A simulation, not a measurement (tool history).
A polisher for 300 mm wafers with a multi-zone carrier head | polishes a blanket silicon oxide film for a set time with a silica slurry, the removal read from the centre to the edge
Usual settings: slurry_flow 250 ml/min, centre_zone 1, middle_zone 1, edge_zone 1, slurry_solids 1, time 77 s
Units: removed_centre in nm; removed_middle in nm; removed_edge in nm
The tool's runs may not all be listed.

run	day	slurry_flow	centre_zone	middle_zone	edge_zone	slurry_solids	time	wafers since the last listed run	wafers polished on this pad	hours since the slurry nozzle was cleaned	hours since the centre zone pressure was calibrated	hours since the edge zone pressure was calibrated	hours since the carrier head's membrane was replaced	incoming thickness of the incoming film, nm	removed_centre	removed_middle	removed_edge
1	0	290	1	1	1	1	77	0	4541	113.9	1200.3	557	753.5	1693.3	278	298.1	298.9
2	3.138	250	1	1	1	1	55	644	5186	189.2	1275.6	632.3	828.8	1705.6	195.8	212.3	208.2
# day 3.492: centre zone pressure recalibrated
3	6.558	250	1	1	1	0.85	77	686	5872	271.3	73.6	714.4	910.9	1690.2	290.6	284.2	276.5
# day 9.442: worn pad replaced by a new one
4	10.304	180	1.08	1	1	1	77	735	177	361.2	163.5	804.3	1000.8	1674.7	299.5	288.4	282.7
# day 10.996: carrier head's membrane replaced by a new one
5	13.642	250	1	1	1	1	77	643	820	441.3	243.6	884.4	63.5	1657.8	295.4	295.9	296
6	16.425	250	1.03	1	1	1	77	572	1392	508.1	310.4	951.2	130.3	1684.9	303.6	298.1	291.6
7	20.012	250	1	1	1	1	77	737	2130	594.2	396.5	1037.3	216.4	1667.3	294.9	301.3	296.8
# day 20.933: slurry nozzle cleaned
8	23.633	250	0.94	1	1.08	1	77	735	2865	64.8	483.4	1124.2	303.3	1676.1	272.6	297.3	305.2
# day 23.892: edge zone pressure recalibrated
9	27.496	195	0.9	1	1	1	77	776	3642	157.5	576.1	86.5	396	1678.3	246	286.4	284.4
10	29.696	250	0.92	1	1	0.9	77	452	4095	210.3	628.9	139.3	448.8	1650.8	256.7	286.4	282.2
11	32.762	310	1	0.92	1	0.85	51	630	4725	283.9	702.5	212.9	522.4	1660.1	183	179.9	187.4
12	35.754	250	1	1	1	1	77	614	5340	355.7	774.3	284.7	594.2	1696.3	280.7	298.1	293.2
# day 37.362: worn pad replaced by a new one
13	38.392	320	1	1	1.03	1	54	507	211	419	837.6	348	657.5	1690.6	199.4	213.3	211.1
14	41.038	250	1	1	1	1	69	543	754	482.5	901.1	411.5	721	1678.8	251.4	265.1	260
15	43.892	250	1	1	1	1	59	586	1341	551	969.6	480	789.5	1690	216.8	225.6	222.8
16	45.725	250	1	1	1	1	77	376	1718	595	1013.6	524	833.5	1673.6	276.2	300.9	291.2
17	48.071	250	1	1	1	1.1	65	482	2200	651.3	1069.9	580.3	889.8	1666.1	242.6	261	252.3
18	51.488	250	1	1	1	1	77	702	2903	733.3	1151.9	662.3	971.8	1669.6	278.1	297	293.3
# day 52.046: slurry nozzle cleaned
19	55.375	250	1	1.08	1	1	77	790	3693	79.9	1245.2	755.6	1065.1	1681.3	277.7	323.8	293.5
# day 56.8: carrier head's membrane replaced by a new one
20	57.733	250	1.05	1	1	1	56	441	4135	136.5	1301.8	812.2	22.4	1714.2	211.3	220.7	214.2
# day 58.554: centre zone pressure recalibrated
21	59.642	250	1	1	1	1	77	375	4510	182.3	26.1	858	68.2	1684.9	297.7	300.3	292.5

Forecast run 22:
22	62.671	250	1	0.92	1	1	77	622	5133	255	98.8	930.7	140.9	1675.9	?	?	?

removed_centre: 292.3 nm
removed_middle: 280.5 nm
removed_edge: 293.7 nm
Without the tool's hidden state the same run would have given removed_centre 296.9 nm, removed_middle 280.5 nm, removed_edge 293.7 nm.
